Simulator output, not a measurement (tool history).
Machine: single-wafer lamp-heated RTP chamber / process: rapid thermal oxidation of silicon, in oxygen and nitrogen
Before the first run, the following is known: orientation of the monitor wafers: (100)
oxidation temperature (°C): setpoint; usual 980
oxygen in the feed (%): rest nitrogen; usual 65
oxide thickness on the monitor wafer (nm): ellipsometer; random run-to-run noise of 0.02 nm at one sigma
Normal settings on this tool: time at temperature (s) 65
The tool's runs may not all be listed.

run,hour,oxidation temperature (°C),time at temperature (s),oxygen in the feed (%),"read-back reference wafer on the same gauge, thickness",oxide thickness on the monitor wafer (nm)
1,0,980,65,65,4.121,4.708
2,13.2,980,65,65,4.127,4.719
3,34,1003,65,83,4.112,6.032
4,65.3,1003,65,83,4.12,6.116
5,81.1,1003,65,83,4.118,6.115
6,95.8,980,88,65,4.113,5.441
7,111.1,980,88,65,4.116,5.436
8,133.7,980,65,65,4.112,4.764
9,147.5,980,65,65,4.125,4.761
10,167.8,980,65,65,4.119,4.82
11,181.3,980,65,65,4.124,4.807
# hour 199.8: gauge calibrated
12,214,980,65,65,4.112,4.796
13,226.1,980,65,65,4.129,4.858
14,249.1,959,87,93,4.12,5.334
# hour 274.3: pyrometer window cleaned and pyrometer calibrated
15,274.8,1005,65,65,4.129,5.96
# hour 287.7: oxygen flow controller replaced
16,288.2,1003,35,76,4.125,4.726
17,309.5,980,65,65,4.128,4.984
18,339,972,83,80,4.123,5.609
19,369,955,95,38,4.112,4.135
# hour 393.5: pyrometer window cleaned and pyrometer calibrated, repeated, since the last time left the tool worse
20,398.3,995,65,40,4.115,4.453
21,429.5,980,65,65,4.121,4.703
22,459,980,65,65,4.122,4.681
23,487.1,980,89,45,4.113,4.819
# hour 487.2: gauge calibrated
24,499.7,956,51,36,4.12,3.139
25,513.8,980,65,65,4.116,4.742
26,530.4,980,56,43,4.124,3.912

Had the tool no unlogged condition, and each run kept its random variation, what would the results have been?
Unlogged tool condition in this case: true wafer temperature minus pyrometer reading, K; deviation of the oxygen flow from its setpoint, %; gauge reads high (%).
run,oxide thickness on the monitor wafer (nm)
1,4.671
2,4.678
3,5.969
4,6.037
5,6.026
6,5.354
7,5.341
8,4.671
9,4.661
10,4.707
11,4.685
12,4.653
13,4.705
14,5.137
15,5.598
16,4.448
17,4.681
18,5.251
19,3.899
20,4.43
21,4.676
22,4.651
23,4.785
24,3.122
25,4.703
26,3.88

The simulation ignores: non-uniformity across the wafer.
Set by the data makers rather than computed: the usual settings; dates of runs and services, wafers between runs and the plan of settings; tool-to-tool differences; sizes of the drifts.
